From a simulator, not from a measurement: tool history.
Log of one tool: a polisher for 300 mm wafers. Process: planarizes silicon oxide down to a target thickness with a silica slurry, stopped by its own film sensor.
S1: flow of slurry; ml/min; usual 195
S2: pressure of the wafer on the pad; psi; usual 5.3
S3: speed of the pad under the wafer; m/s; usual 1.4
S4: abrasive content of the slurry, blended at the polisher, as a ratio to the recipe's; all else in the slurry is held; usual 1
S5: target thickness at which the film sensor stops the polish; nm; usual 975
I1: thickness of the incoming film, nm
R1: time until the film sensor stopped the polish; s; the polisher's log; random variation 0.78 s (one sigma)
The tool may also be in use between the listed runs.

run    hour   S1   S2    S3    S4    S5      I1     R1
  1       0  195  5.3   1.4     1   975  1338.9   73.4
  2    63.3  195  5.3   1.4     1   975  1323.8   70.7
       66.7  -- slurry blender recalibrated
      125.7  -- worn pad replaced by a new one
  3     134  195  5.3   1.4     1   975  1328.4   71.7
  4   183.3  195  4.6  1.26     1   975  1323.6   89.7
  5   219.9  195  4.6  1.26     1   975  1319.2   88.1
  6   246.2  195  4.6  1.26     1   975  1304.9     85
      335.5  -- slurry blender recalibrated
      358.2  -- slurry nozzle cleaned
  7   391.1  195  4.5   1.4     1   975  1323.4   79.6
      419.1  -- conditioning disc replaced and pad reconditioned
      423.4  -- worn pad replaced by a new one
  8   602.2  195  4.5   1.4     1   975  1319.5   83.1
      628.8  -- slurry blender recalibrated
  9   647.1  195  4.5   1.4     1   975  1339.2     86
      679.9  -- worn pad replaced by a new one
 10   703.9  225  5.3   1.4   0.9   975    1336   75.3
 11   755.4  225  5.3   1.4   0.9   975  1310.7   68.7
      757.6  -- head pressure recalibrated
 12   796.9  195  5.3   1.7  1.05   975  1346.3   63.7
 13   838.2  220    4   1.4     1   925  1336.1  109.7
      892.4  -- slurry blender recalibrated
 14   897.6  225  5.3   1.4   0.9   975  1332.3   75.1
      955.4  -- worn pad replaced by a new one
 15   960.9  195  5.3   1.4     1   975  1315.6   68.8
        979  -- conditioning disc replaced and pad reconditioned
        999  -- slurry nozzle cleaned
 16   999.5  195  5.3  0.98     1  1034  1307.4   70.7
 17  1044.1  145  5.3   1.4  1.25   975  1326.1   65.2
 18  1074.4  195  4.5   1.4     1   975  1332.7   81.9
 19  1131.3  195  6.1   1.4     1   975  1322.8   59.7
     1141.3  -- slurry blender recalibrated
 20  1183.9  195  6.5   1.4     1   921  1330.5   65.3
 21  1231.4  195  5.3   1.4     1   975  1314.9   66.4
     1248.2  -- worn pad replaced by a new one
 22  1281.2  255  5.3  1.72  1.15   975  1305.7   52.5
 23    1309  195  5.3   1.4     1   975  1332.5   71.9
 24  1349.3  195  3.9  1.26   1.2   936  1335.1  110.6
 25    1380  225  5.3  1.02     1   855  1317.4  115.4

Forecast each of these 4 alternatives for the next run:
  A  1380.4  195  5.3  1.4     1  975  1326.5   ?
  B  1380.4  195  3.5  1.4  1.15  867  1326.5   ?
  C  1380.4  155  5.3  1.4     1  975  1326.5   ?
  D  1380.4  265  5.3  1.4  0.75  975  1326.5   ?

run     R1
  A   70.8
  B  132.6
  C   72.9
  D   77.3
Without the tool's hidden state the same runs would have given:
run     R1
  A   68.7
  B  128.8
  C   70.4
  D   75.4
